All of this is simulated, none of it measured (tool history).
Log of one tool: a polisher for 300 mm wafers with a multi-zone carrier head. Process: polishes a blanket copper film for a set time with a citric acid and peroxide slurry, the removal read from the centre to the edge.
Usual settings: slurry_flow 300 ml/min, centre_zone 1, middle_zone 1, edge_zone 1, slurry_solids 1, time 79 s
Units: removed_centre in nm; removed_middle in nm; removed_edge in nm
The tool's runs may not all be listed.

run    hour  slurry_flow  centre_zone  middle_zone  edge_zone  slurry_solids  time  incoming thickness of the incoming film, nm  removed_centre  removed_middle  removed_edge
  1       0          300            1            1          1              1    79                                         1202           174.6           178.9         176.8
  2    58.8          300            1            1       1.05              1    79                                       1197.4           170.3           178.5         173.6
       71.5  -- slurry nozzle cleaned
  3   146.7          360            1            1          1           1.25    56                                         1202           129.9           133.1         131.1
      160.9  -- worn pad replaced by a new one
  4   193.4          300         0.88            1          1              1    79                                       1195.1           164.5           182.7         176.1
  5   251.5          300            1            1          1              1    79                                       1197.6           178.5           180.4         180.9
  6   309.3          300            1         1.05          1              1    79                                       1204.5           176.7           189.7         178.9
      327.5  -- centre zone pressure recalibrated
  7   344.3          300            1            1       1.06            1.3    70                                       1184.7           169.8             176         172.2
      368.5  -- edge zone pressure recalibrated
      376.2  -- carrier head's membrane replaced by a new one
  8   381.3          300            1            1          1           0.85    54                                       1196.8           111.8           115.2         111.3
  9   431.7          300            1            1          1              1    79                                       1205.6           174.9           174.5         170.4
 10   503.5          340         0.89            1          1              1    79                                       1223.6           161.1           173.3         173.9
 11   543.8          300            1            1          1              1    79                                         1185           170.8           172.5         172.9
      566.6  -- worn pad replaced by a new one
      569.4  -- slurry nozzle cleaned
 12   685.1          300         0.94            1          1           0.75    79                                       1210.7           151.9           161.9           158
 13   748.5          235         0.89            1          1           0.85    71                                       1211.2           135.2           148.4         147.2
 14   794.6          300         1.06         1.07          1              1    79                                         1205           184.3           183.6           174
        814  -- edge zone pressure recalibrated
 15   822.1          300            1         1.11       1.03              1    72                                       1186.3           159.5           176.7         162.4
 16   870.7          220         1.06            1       1.11            0.9    79                                       1180.3           168.8           161.4         168.8
      911.7  -- carrier head's membrane replaced by a new one
 17   912.6          335         0.97         1.05       1.09              1    79                                         1194             171           184.3         179.8
 18   949.9          300         0.93         0.91       0.94              1    60                                       1214.5           122.9             121           128
      999.3  -- worn pad replaced by a new one
     1105.9  -- slurry nozzle cleaned
 19  1149.4          300            1            1          1              1    79                                       1190.2           176.7           180.6         180.5
     1273.5  -- centre zone pressure recalibrated
 20  1337.1          335            1            1       1.04           0.85    79                                       1204.6             163           167.7         165.6
     1379.2  -- edge zone pressure recalibrated
 21  1408.8          300         0.88         1.04          1            0.8    87                                       1206.3           158.2           179.9         169.8

What the log doesn't show, run by run:
slurry flow missing at the pad, %: 0 in every run
deviation of the centre zone's pressure from its setpoint, %: 0 in every run
deviation of the edge zone's pressure from its setpoint, %: 0 in every run
H1: removal rate lost through wear of the pad, %
run     H1
  1   2.46
  2   3.46
  3   5.35
  4  0.408
  5  0.625
  6   1.05
  7    1.4
  8   1.85
  9   2.61
 10   3.95
 11   4.84
 12   0.66
 13   1.24
 14   1.81
 15   2.22
 16   3.05
 17   3.88
 18    4.7
 19  0.772
 20   3.56
 21   5.19

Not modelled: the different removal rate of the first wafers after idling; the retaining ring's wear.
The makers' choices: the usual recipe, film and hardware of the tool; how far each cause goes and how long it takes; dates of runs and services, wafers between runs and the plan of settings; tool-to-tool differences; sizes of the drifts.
